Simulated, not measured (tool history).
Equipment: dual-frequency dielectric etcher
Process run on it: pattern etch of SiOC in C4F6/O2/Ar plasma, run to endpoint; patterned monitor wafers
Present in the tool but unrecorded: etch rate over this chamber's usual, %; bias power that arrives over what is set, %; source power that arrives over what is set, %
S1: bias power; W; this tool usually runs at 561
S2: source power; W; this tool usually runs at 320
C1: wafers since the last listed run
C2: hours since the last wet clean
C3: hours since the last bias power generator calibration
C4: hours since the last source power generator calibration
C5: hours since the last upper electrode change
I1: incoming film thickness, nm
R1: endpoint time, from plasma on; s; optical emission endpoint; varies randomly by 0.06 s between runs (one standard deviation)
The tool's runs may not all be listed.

| run | hour | S1 | S2 | C1 | C2 | C3 | C4 | C5 | I1 | R1 |
|---|---|---|---|---|---|---|---|---|---|---|
| 1 | 0 | 561 | 370 | 0 | 219.8 | 1455.1 | 1598.4 | 2886 | 37.57 | 12.1 |
| 2 | 28.9 | 561 | 370 | 256 | 248.7 | 1484 | 1627.3 | 2914.9 | 37.7 | 12.1 |
| 3 | 51.5 | 561 | 370 | 200 | 271.3 | 1506.6 | 1649.9 | 2937.5 | 37.43 | 11.9 |
| 4 | 65 | 561 | 320 | 119 | 284.8 | 1520.1 | 1663.4 | 2951 | 38.07 | 12.8 |
| 5 | 82.5 | 561 | 320 | 155 | 302.3 | 1537.6 | 1680.9 | 2968.5 | 37.97 | 12.7 |
| 6 | 109.3 | 561 | 320 | 237 | 329.1 | 1564.4 | 1707.7 | 2995.3 | 37.51 | 12.6 |
| 7 | 138.3 | 561 | 320 | 257 | 358.1 | 1593.4 | 1736.7 | 3024.3 | 37.37 | 12.4 |
| 8 | 151.8 | 561 | 320 | 119 | 371.6 | 1606.9 | 1750.2 | 3037.8 | 37.5 | 12.4 |
| 9 | 178.8 | 561 | 320 | 239 | 398.6 | 1633.9 | 1777.2 | 3064.8 | 37.75 | 12.6 |
|  | 209.8 | wet clean of the chamber |
| 10 | 210.3 | 561 | 320 | 66 | 0.5 | 1665.4 | 1808.7 | 3096.3 | 37.6 | 13.1 |
|  | 244.6 | upper electrode replaced |
| 11 | 245.1 | 561 | 320 | 95 | 35.3 | 1700.2 | 1843.5 | 0.5 | 37.49 | 13 |
| 12 | 255.6 | 459 | 320 | 93 | 45.8 | 1710.7 | 1854 | 11 | 37.94 | 14.5 |
| 13 | 291.4 | 459 | 320 | 317 | 81.6 | 1746.5 | 1889.8 | 46.8 | 37.82 | 14.3 |
| 14 | 313 | 561 | 320 | 191 | 103.2 | 1768.1 | 1911.4 | 68.4 | 37.61 | 13 |
| 15 | 342.8 | 561 | 370 | 264 | 133 | 1797.9 | 1941.2 | 98.2 | 37.66 | 12.2 |
|  | 359.2 | bias power generator calibrated |
| 16 | 364.9 | 633 | 250 | 160 | 155.1 | 5.7 | 1963.3 | 120.3 | 37.91 | 13.4 |
| 17 | 385.7 | 561 | 320 | 184 | 175.9 | 26.5 | 1984.1 | 141.1 | 37.85 | 12.8 |
| 18 | 410.6 | 639 | 340 | 220 | 200.8 | 51.4 | 2009 | 166 | 37.55 | 11.6 |
|  | 417.5 | source power generator calibrated |
| 19 | 426.2 | 515 | 300 | 102 | 216.4 | 67 | 8.7 | 181.6 | 37.72 | 13.6 |
| 20 | 441.7 | 561 | 320 | 137 | 231.9 | 82.5 | 24.2 | 197.1 | 38.03 | 12.9 |
| 21 | 472.8 | 430 | 240 | 275 | 263 | 113.6 | 55.3 | 228.2 | 37.49 | 16.2 |
| 22 | 488.6 | 561 | 320 | 140 | 278.8 | 129.4 | 71.1 | 244 | 37.5 | 12.5 |
| 23 | 516.7 | 561 | 320 | 249 | 306.9 | 157.5 | 99.2 | 272.1 | 37.82 | 12.7 |
| 24 | 530.4 | 597 | 390 | 121 | 320.6 | 171.2 | 112.9 | 285.8 | 37.9 | 11.3 |
| 25 | 545.3 | 634 | 270 | 132 | 335.5 | 186.1 | 127.8 | 300.7 | 37.6 | 12.6 |
| 26 | 570.6 | 561 | 380 | 224 | 360.8 | 211.4 | 153.1 | 326 | 37.67 | 11.8 |
| 27 | 588.6 | 615 | 280 | 159 | 378.8 | 229.4 | 171.1 | 344 | 37.38 | 12.6 |

Below are 3 alternative next runs, each starting from the tool's condition after run 27. Predict each:
| A | 589 | 561 | 360 | 3 | 379.2 | 229.8 | 171.5 | 344.4 | 37.71 | ? |
| B | 589 | 624 | 320 | 3 | 379.2 | 229.8 | 171.5 | 344.4 | 37.71 | ? |
| C | 589 | 561 | 300 | 3 | 379.2 | 229.8 | 171.5 | 344.4 | 37.71 | ? |

| run | R1 |
|---|---|
| A | 12 |
| B | 11.9 |
| C | 12.9 |
What these runs would have given with no unlogged condition in the tool:
| run | R1 |
|---|---|
| A | 12.5 |
| B | 12.4 |
| C | 13.4 |
